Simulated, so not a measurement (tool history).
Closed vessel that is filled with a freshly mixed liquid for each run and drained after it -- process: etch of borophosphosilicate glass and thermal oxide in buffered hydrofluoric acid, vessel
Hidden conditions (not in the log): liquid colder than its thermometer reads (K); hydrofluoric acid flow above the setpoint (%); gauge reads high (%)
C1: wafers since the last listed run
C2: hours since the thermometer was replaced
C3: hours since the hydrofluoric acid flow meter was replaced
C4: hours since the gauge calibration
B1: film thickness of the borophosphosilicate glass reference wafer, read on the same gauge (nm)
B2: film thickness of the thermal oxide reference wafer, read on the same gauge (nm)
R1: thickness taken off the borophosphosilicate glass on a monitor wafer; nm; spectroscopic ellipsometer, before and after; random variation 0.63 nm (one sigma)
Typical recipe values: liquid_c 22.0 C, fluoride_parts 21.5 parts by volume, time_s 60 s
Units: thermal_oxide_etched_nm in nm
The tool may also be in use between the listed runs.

{"run": 1, "day": 0.0, "liquid_c": 22.0, "fluoride_parts": 21.5, "time_s": 60, "C1": 0, "C2": 1833.3, "C3": 1685.3, "C4": 687.5, "B1": 29.99, "B2": 110.0, "R1": 81.57, "thermal_oxide_etched_nm": 28.44}
{"run": 2, "day": 0.854, "liquid_c": 22.0, "fluoride_parts": 21.5, "time_s": 60, "C1": 2137, "C2": 1853.8, "C3": 1705.8, "C4": 708.0, "B1": 30.02, "B2": 110.0, "R1": 82.14, "thermal_oxide_etched_nm": 28.48}
{"run": 3, "day": 1.692, "liquid_c": 22.0, "fluoride_parts": 21.5, "time_s": 60, "C1": 2096, "C2": 1873.9, "C3": 1725.9, "C4": 728.1, "B1": 30.0, "B2": 110.02, "R1": 81.11, "thermal_oxide_etched_nm": 28.47}
{"day": 2.162, "done": "thermometer replaced"}
{"run": 4, "day": 2.925, "liquid_c": 22.0, "fluoride_parts": 21.5, "time_s": 60, "C1": 2982, "C2": 18.3, "C3": 1755.5, "C4": 757.7, "B1": 30.02, "B2": 110.0, "R1": 91.47, "thermal_oxide_etched_nm": 32.37}
{"run": 5, "day": 3.621, "liquid_c": 22.0, "fluoride_parts": 21.5, "time_s": 60, "C1": 1741, "C2": 35.0, "C3": 1772.2, "C4": 774.4, "B1": 30.0, "B2": 110.01, "R1": 93.61, "thermal_oxide_etched_nm": 32.22}
{"run": 6, "day": 4.488, "liquid_c": 22.0, "fluoride_parts": 21.5, "time_s": 60, "C1": 2169, "C2": 55.8, "C3": 1793.0, "C4": 795.2, "B1": 30.01, "B2": 110.01, "R1": 92.5, "thermal_oxide_etched_nm": 32.2}
{"run": 7, "day": 5.625, "liquid_c": 22.0, "fluoride_parts": 28.0, "time_s": 60, "C1": 2846, "C2": 83.1, "C3": 1820.3, "C4": 822.5, "B1": 29.98, "B2": 110.01, "R1": 74.4, "thermal_oxide_etched_nm": 26.5}
{"run": 8, "day": 6.196, "liquid_c": 22.0, "fluoride_parts": 21.5, "time_s": 60, "C1": 1428, "C2": 96.8, "C3": 1834.0, "C4": 836.2, "B1": 30.01, "B2": 109.99, "R1": 92.6, "thermal_oxide_etched_nm": 32.43}
{"run": 9, "day": 7.179, "liquid_c": 19.0, "fluoride_parts": 17.0, "time_s": 60, "C1": 2461, "C2": 120.4, "C3": 1857.6, "C4": 859.8, "B1": 30.0, "B2": 109.99, "R1": 96.66, "thermal_oxide_etched_nm": 34.37}
{"run": 10, "day": 8.483, "liquid_c": 19.0, "fluoride_parts": 27.5, "time_s": 80, "C1": 3264, "C2": 151.7, "C3": 1888.9, "C4": 891.1, "B1": 30.0, "B2": 110.01, "R1": 85.77, "thermal_oxide_etched_nm": 30.21}
{"run": 11, "day": 9.912, "liquid_c": 20.0, "fluoride_parts": 21.5, "time_s": 80, "C1": 3576, "C2": 186.0, "C3": 1923.2, "C4": 925.4, "B1": 30.0, "B2": 110.0, "R1": 109.69, "thermal_oxide_etched_nm": 38.61}
{"day": 10.1, "done": "hydrofluoric acid flow meter replaced"}
{"day": 11.217, "done": "gauge calibrated"}
{"run": 12, "day": 11.342, "liquid_c": 22.0, "fluoride_parts": 24.5, "time_s": 60, "C1": 3472, "C2": 220.3, "C3": 29.8, "C4": 3.0, "B1": 30.01, "B2": 109.99, "R1": 75.72, "thermal_oxide_etched_nm": 26.81}
{"run": 13, "day": 12.242, "liquid_c": 25.0, "fluoride_parts": 19.0, "time_s": 30, "C1": 2252, "C2": 241.9, "C3": 51.4, "C4": 24.6, "B1": 29.97, "B2": 110.0, "R1": 54.91, "thermal_oxide_etched_nm": 19.14}
{"run": 14, "day": 12.992, "liquid_c": 17.5, "fluoride_parts": 26.5, "time_s": 90, "C1": 1877, "C2": 259.9, "C3": 69.4, "C4": 42.6, "B1": 30.0, "B2": 110.01, "R1": 84.56, "thermal_oxide_etched_nm": 29.49}
{"run": 15, "day": 13.504, "liquid_c": 19.5, "fluoride_parts": 19.5, "time_s": 35, "C1": 1282, "C2": 272.2, "C3": 81.7, "C4": 54.9, "B1": 30.0, "B2": 110.0, "R1": 45.38, "thermal_oxide_etched_nm": 16.05}
{"run": 16, "day": 14.204, "liquid_c": 22.0, "fluoride_parts": 17.0, "time_s": 45, "C1": 1751, "C2": 289.0, "C3": 98.5, "C4": 71.7, "B1": 30.01, "B2": 110.0, "R1": 77.1, "thermal_oxide_etched_nm": 27.16}
{"run": 17, "day": 15.288, "liquid_c": 19.5, "fluoride_parts": 25.5, "time_s": 40, "C1": 2711, "C2": 315.0, "C3": 124.5, "C4": 97.7, "B1": 30.0, "B2": 110.0, "R1": 43.6, "thermal_oxide_etched_nm": 15.1}
{"run": 18, "day": 15.825, "liquid_c": 17.0, "fluoride_parts": 24.5, "time_s": 60, "C1": 1345, "C2": 327.9, "C3": 137.4, "C4": 110.6, "B1": 30.01, "B2": 110.01, "R1": 57.92, "thermal_oxide_etched_nm": 20.19}
{"run": 19, "day": 16.538, "liquid_c": 22.0, "fluoride_parts": 21.5, "time_s": 60, "C1": 1783, "C2": 345.0, "C3": 154.5, "C4": 127.7, "B1": 29.99, "B2": 110.0, "R1": 83.76, "thermal_oxide_etched_nm": 29.28}
{"run": 20, "day": 17.429, "liquid_c": 22.0, "fluoride_parts": 19.0, "time_s": 40, "C1": 2231, "C2": 366.4, "C3": 175.9, "C4": 149.1, "B1": 30.0, "B2": 110.0, "R1": 61.52, "thermal_oxide_etched_nm": 21.62}
{"run": 21, "day": 18.525, "liquid_c": 22.0, "fluoride_parts": 21.5, "time_s": 60, "C1": 2742, "C2": 392.7, "C3": 202.2, "C4": 175.4, "B1": 30.0, "B2": 110.01, "R1": 84.22, "thermal_oxide_etched_nm": 29.34}
{"run": 22, "day": 19.788, "liquid_c": 17.5, "fluoride_parts": 21.5, "time_s": 40, "C1": 3159, "C2": 423.0, "C3": 232.5, "C4": 205.7, "B1": 30.0, "B2": 109.99, "R1": 42.52, "thermal_oxide_etched_nm": 15.08}
{"run": 23, "day": 20.458, "liquid_c": 22.0, "fluoride_parts": 21.5, "time_s": 60, "C1": 1678, "C2": 439.1, "C3": 248.6, "C4": 221.8, "B1": 30.01, "B2": 110.0, "R1": 83.22, "thermal_oxide_etched_nm": 29.14}
{"run": 24, "day": 21.729, "liquid_c": 25.0, "fluoride_parts": 21.5, "time_s": 60, "C1": 3180, "C2": 469.6, "C3": 279.1, "C4": 252.3, "B1": 29.99, "B2": 109.99, "R1": 98.62, "thermal_oxide_etched_nm": 34.36}
{"run": 25, "day": 22.358, "liquid_c": 22.0, "fluoride_parts": 24.5, "time_s": 60, "C1": 1574, "C2": 484.7, "C3": 294.2, "C4": 267.4, "B1": 29.99, "B2": 109.99, "R1": 76.07, "thermal_oxide_etched_nm": 26.78}

What if the next run were any one of these 4? Each begins from the tool's condition after run 25:
{"run": "A", "day": 22.388, "liquid_c": 22.0, "fluoride_parts": 21.5, "time_s": 60, "C1": 72, "C2": 485.4, "C3": 294.9, "C4": 268.1, "B1": "?", "B2": "?", "R1": "?", "thermal_oxide_etched_nm": "?"}
{"run": "B", "day": 22.388, "liquid_c": 24.0, "fluoride_parts": 21.5, "time_s": 75, "C1": 72, "C2": 485.4, "C3": 294.9, "C4": 268.1, "B1": "?", "B2": "?", "R1": "?", "thermal_oxide_etched_nm": "?"}
{"run": "C", "day": 22.388, "liquid_c": 20.0, "fluoride_parts": 29.5, "time_s": 45, "C1": 72, "C2": 485.4, "C3": 294.9, "C4": 268.1, "B1": "?", "B2": "?", "R1": "?", "thermal_oxide_etched_nm": "?"}
{"run": "D", "day": 22.388, "liquid_c": 22.0, "fluoride_parts": 21.5, "time_s": 50, "C1": 72, "C2": 485.4, "C3": 294.9, "C4": 268.1, "B1": "?", "B2": "?", "R1": "?", "thermal_oxide_etched_nm": "?"}

run=A B1=29.99 B2=109.98 R1=84.14 thermal_oxide_etched_nm=29.17
run=B B1=29.99 B2=109.98 R1=117.34 thermal_oxide_etched_nm=40.73
run=C B1=29.99 B2=109.98 R1=45.35 thermal_oxide_etched_nm=15.72
run=D B1=29.99 B2=109.98 R1=70.11 thermal_oxide_etched_nm=24.31
The same runs, with their run-to-run variation unchanged, on a tool lacking any hidden condition would have given:
run=A R1=85.62 thermal_oxide_etched_nm=29.70
run=B R1=119.37 thermal_oxide_etched_nm=41.45
run=C R1=46.17 thermal_oxide_etched_nm=16.01
run=D R1=71.35 thermal_oxide_etched_nm=24.75
